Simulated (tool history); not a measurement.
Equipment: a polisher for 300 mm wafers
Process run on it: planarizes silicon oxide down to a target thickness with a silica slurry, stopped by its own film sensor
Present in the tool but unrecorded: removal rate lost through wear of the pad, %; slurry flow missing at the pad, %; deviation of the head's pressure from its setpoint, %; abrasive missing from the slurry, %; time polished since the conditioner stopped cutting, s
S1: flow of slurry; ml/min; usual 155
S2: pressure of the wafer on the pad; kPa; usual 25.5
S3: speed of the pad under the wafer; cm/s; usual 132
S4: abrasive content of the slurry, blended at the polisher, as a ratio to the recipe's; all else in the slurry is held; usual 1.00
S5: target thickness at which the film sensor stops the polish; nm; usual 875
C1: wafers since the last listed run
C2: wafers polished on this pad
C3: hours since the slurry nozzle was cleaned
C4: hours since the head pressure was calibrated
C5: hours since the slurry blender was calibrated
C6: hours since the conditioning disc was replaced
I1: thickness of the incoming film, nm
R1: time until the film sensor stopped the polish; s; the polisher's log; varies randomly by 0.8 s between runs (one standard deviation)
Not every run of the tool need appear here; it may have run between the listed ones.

run,day,S1,S2,S3,S4,S5,C1,C2,C3,C4,C5,C6,I1,R1
1,0.000,155,25.5,132,1.00,875,0,555,541.5,593.8,159.0,192.1,1108.7,63.8
# day 2.500: slurry nozzle cleaned
2,3.342,155,25.5,132,1.00,875,548,1103,20.2,674.0,239.2,272.3,1123.7,68.7
3,5.879,155,25.5,132,0.80,875,421,1524,81.1,734.9,300.1,333.2,1110.3,70.8
# day 8.042: conditioning disc replaced and pad reconditioned
4,8.625,155,25.5,132,0.80,875,442,1967,147.0,800.8,366.0,14.0,1110.6,72.4
# day 9.388: slurry blender recalibrated
5,10.858,155,25.5,132,0.80,875,357,2324,200.6,854.4,35.3,67.6,1111.9,71.6
# day 12.512: worn pad replaced by a new one
6,14.642,155,25.5,132,1.00,904,600,353,291.4,945.2,126.1,158.4,1113.0,52.0
7,16.867,155,25.5,132,1.00,904,369,722,344.8,998.6,179.5,211.8,1112.3,53.2
8,19.779,155,25.5,132,1.00,875,483,1206,414.7,1068.5,249.4,281.7,1126.0,68.4
# day 20.638: head pressure recalibrated
9,22.246,155,25.5,132,1.00,875,395,1602,473.9,38.6,308.6,340.9,1127.7,76.5
# day 24.262: conditioning disc replaced and pad reconditioned
# day 25.533: slurry blender recalibrated
10,26.033,155,25.5,132,1.00,875,601,2203,564.8,129.5,12.0,42.5,1112.3,73.1
# day 27.108: slurry nozzle cleaned
11,28.762,155,31.7,132,1.25,875,446,2650,39.7,195.0,77.5,108.0,1089.8,47.3
# day 29.762: worn pad replaced by a new one
12,33.012,155,25.5,176,1.20,903,678,539,141.7,297.0,179.5,210.0,1127.5,50.9
13,41.317,155,25.5,132,1.00,875,1379,1919,341.0,496.3,378.8,409.3,1109.1,68.8
14,42.821,125,22.1,146,1.00,875,249,2168,377.1,532.4,414.9,445.4,1103.3,73.7
# day 44.996: conditioning disc replaced and pad reconditioned
# day 46.325: slurry blender recalibrated
15,46.796,155,25.5,132,1.00,875,632,2801,472.5,627.8,11.3,43.2,1119.1,69.5
# day 49.071: worn pad replaced by a new one
# day 55.442: slurry nozzle cleaned
16,57.162,155,25.5,132,1.00,875,1687,1337,41.3,876.6,260.1,292.0,1105.9,64.6
17,61.017,155,25.5,132,1.00,929,640,1977,133.8,969.1,352.6,384.5,1110.0,50.6
# day 61.738: conditioning disc replaced and pad reconditioned
18,64.746,105,30.3,108,0.80,875,605,2582,223.3,1058.6,442.1,72.2,1109.4,71.5
# day 65.042: slurry blender recalibrated
19,66.408,190,25.5,132,1.00,915,262,2845,263.2,1098.5,32.8,112.1,1109.3,52.6

Run 20 is up next; what results do you expect?
# day 68.942: worn pad replaced by a new one
20,70.346,155,20.7,132,1.00,948,626,233,357.7,1193.0,127.3,206.6,1113.4,?

{"run 20": {"R1": 49.6}}
With no hidden state in the tool, this same run would have given R1 54.6 s.
